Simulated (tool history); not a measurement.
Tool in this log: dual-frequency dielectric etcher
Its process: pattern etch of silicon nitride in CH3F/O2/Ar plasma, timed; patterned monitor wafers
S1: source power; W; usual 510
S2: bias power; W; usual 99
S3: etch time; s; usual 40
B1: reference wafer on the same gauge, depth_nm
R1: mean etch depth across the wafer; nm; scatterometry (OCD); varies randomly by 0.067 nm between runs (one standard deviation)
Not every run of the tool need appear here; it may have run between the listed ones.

run 1 hour=0.0 | S1=510 S2=99 S3=40 | B1=31.08 | R1=33.43
run 2 hour=40.9 | S1=510 S2=99 S3=40 | B1=31.07 | R1=33.63
-- hour=89.4 wet clean of the chamber
run 3 hour=98.3 | S1=510 S2=99 S3=40 | B1=31.10 | R1=33.74
run 4 hour=135.5 | S1=510 S2=99 S3=40 | B1=31.08 | R1=33.70
run 5 hour=197.7 | S1=510 S2=99 S3=40 | B1=31.12 | R1=33.68
run 6 hour=266.2 | S1=510 S2=99 S3=40 | B1=31.13 | R1=33.65
run 7 hour=307.8 | S1=510 S2=99 S3=40 | B1=31.10 | R1=33.67
run 8 hour=347.8 | S1=510 S2=99 S3=40 | B1=31.08 | R1=33.64
-- hour=378.1 source power generator calibrated
run 9 hour=385.7 | S1=510 S2=99 S3=40 | B1=31.11 | R1=34.25
run 10 hour=438.1 | S1=510 S2=99 S3=40 | B1=31.08 | R1=34.27
run 11 hour=614.6 | S1=510 S2=99 S3=40 | B1=31.08 | R1=33.79
-- hour=675.2 upper electrode replaced
run 12 hour=675.7 | S1=570 S2=90 S3=40 | B1=31.10 | R1=34.57

The next listed run, before its measurement:
-- hour=700.9 bias power generator calibrated
run 13 hour=703.4 | S1=510 S2=99 S3=43 | B1=? | R1=?

B1: 31.09
R1: 36.30 nm
On a tool with no hidden condition, and with the same random variation, this run would have come out at R1 36.98 nm.
